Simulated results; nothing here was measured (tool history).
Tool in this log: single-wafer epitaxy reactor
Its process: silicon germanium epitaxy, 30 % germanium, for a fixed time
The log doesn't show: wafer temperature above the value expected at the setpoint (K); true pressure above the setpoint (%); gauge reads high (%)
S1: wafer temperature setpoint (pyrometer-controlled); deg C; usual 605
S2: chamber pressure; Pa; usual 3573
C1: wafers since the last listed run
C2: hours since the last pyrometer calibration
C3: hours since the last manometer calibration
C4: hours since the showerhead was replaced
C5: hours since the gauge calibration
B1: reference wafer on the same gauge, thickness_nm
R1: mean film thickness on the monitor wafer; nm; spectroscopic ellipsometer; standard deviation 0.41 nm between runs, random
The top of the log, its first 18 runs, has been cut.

run,day,S1,S2,C1,C2,C3,C4,C5,B1,R1
19,63.375,605,3573,2563,442.4,1521.5,173.7,3055.2,79.866,67.326
20,67.062,605,3573,2018,530.9,1610,262.2,3143.7,79.763,67.432
21,71.229,617,4306,2281,630.9,1710,362.2,3243.7,79.77,86.948
22,72.917,611,4426,923,671.4,1750.5,402.7,3284.2,79.767,79.21
# day 73.625: capacitance manometer re-zeroed and calibrated
23,81.333,601,2973,4425,873.4,185,604.7,3486.2,79.68,60.85
24,84.179,618,4440,1557,941.7,253.3,673,3554.5,79.719,89.51
25,90.958,592,3573,3711,1104.4,416,835.7,3717.2,79.709,54.455
26,92.738,605,3573,974,1147.1,458.7,878.4,3759.9,79.673,67.541
# day 93.354: gauge calibrated
27,96.058,597,4026,1817,1226.8,538.4,958.1,64.9,79.599,61.332
28,97.646,605,2786,869,1264.9,576.5,996.2,103,79.782,63.34
29,100.188,597,3573,1391,1325.9,637.5,1057.2,164,79.677,59.906

What will run 30 give?
30,102.725,605,2786,1389,1386.8,698.4,1118.1,224.9,?,?

{"run 30": {"B1": 79.69, "R1": 63.19}}
With no hidden state in the tool, this same run would have given R1 64.359 nm.

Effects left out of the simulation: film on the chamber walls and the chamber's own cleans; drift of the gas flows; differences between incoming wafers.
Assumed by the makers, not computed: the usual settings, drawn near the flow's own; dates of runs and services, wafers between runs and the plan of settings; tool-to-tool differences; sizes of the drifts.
